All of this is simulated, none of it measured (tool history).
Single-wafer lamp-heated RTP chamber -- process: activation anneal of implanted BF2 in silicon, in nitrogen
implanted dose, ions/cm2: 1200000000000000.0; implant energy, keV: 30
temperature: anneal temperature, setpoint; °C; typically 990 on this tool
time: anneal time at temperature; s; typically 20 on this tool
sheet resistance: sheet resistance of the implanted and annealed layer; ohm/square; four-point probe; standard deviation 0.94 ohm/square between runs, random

run   hour  temperature  time  read-back reference wafer on the same gauge, sheet resistance  sheet resistance
  1    0.0          968    16                                                         155.03            189.92
      29.9  -- pyrometer window cleaned and pyrometer calibrated
  2   37.1          968    16                                                         155.17            196.15
  3   79.5          968    16                                                         154.98            192.09
  4  120.0          990    20                                                         155.05            162.37
  5  173.2          990    20                                                         154.95            160.51
  6  235.3          990    20                                                         155.12            159.53
     255.4  -- pyrometer window cleaned and pyrometer calibrated
     269.1  -- gauge calibrated
  7  306.7          990    20                                                         154.87            161.55
  8  344.2         1009    14                                                         155.20            147.05
  9  373.8          990    20                                                         154.95            157.78
 10  424.8          990    20                                                         154.68            157.89
 11  480.2          990    31                                                         154.57            147.05
 12  520.8          968    31                                                         154.91            173.14
     539.0  -- pyrometer window cleaned and pyrometer calibrated
 13  560.4          974    20                                                         155.05            176.31
     604.6  -- reflector plate cleaned
 14  742.0          990    28                                                         155.05            153.52
     803.6  -- pyrometer window cleaned and pyrometer calibrated
 15  805.7          961    23                                                         155.02            196.50

Branching from run 15: 4 alternative next runs. What would each branch give?
  A  806.1          979    20                                                              ?                 ?
  B  806.1          972    25                                                              ?                 ?
  C  806.1          977    12                                                              ?                 ?
  D  806.1          982    11                                                              ?                 ?

run  read-back reference wafer on the same gauge, sheet resistance  sheet resistance
  A                                                         155.10            176.82
  B                                                         155.10            181.48
  C                                                         155.10            186.84
  D                                                         155.10            182.37
What these runs would have given with no unlogged condition in the tool:
run  sheet resistance
  A            179.50
  B            184.38
  C            189.40
  D            184.84
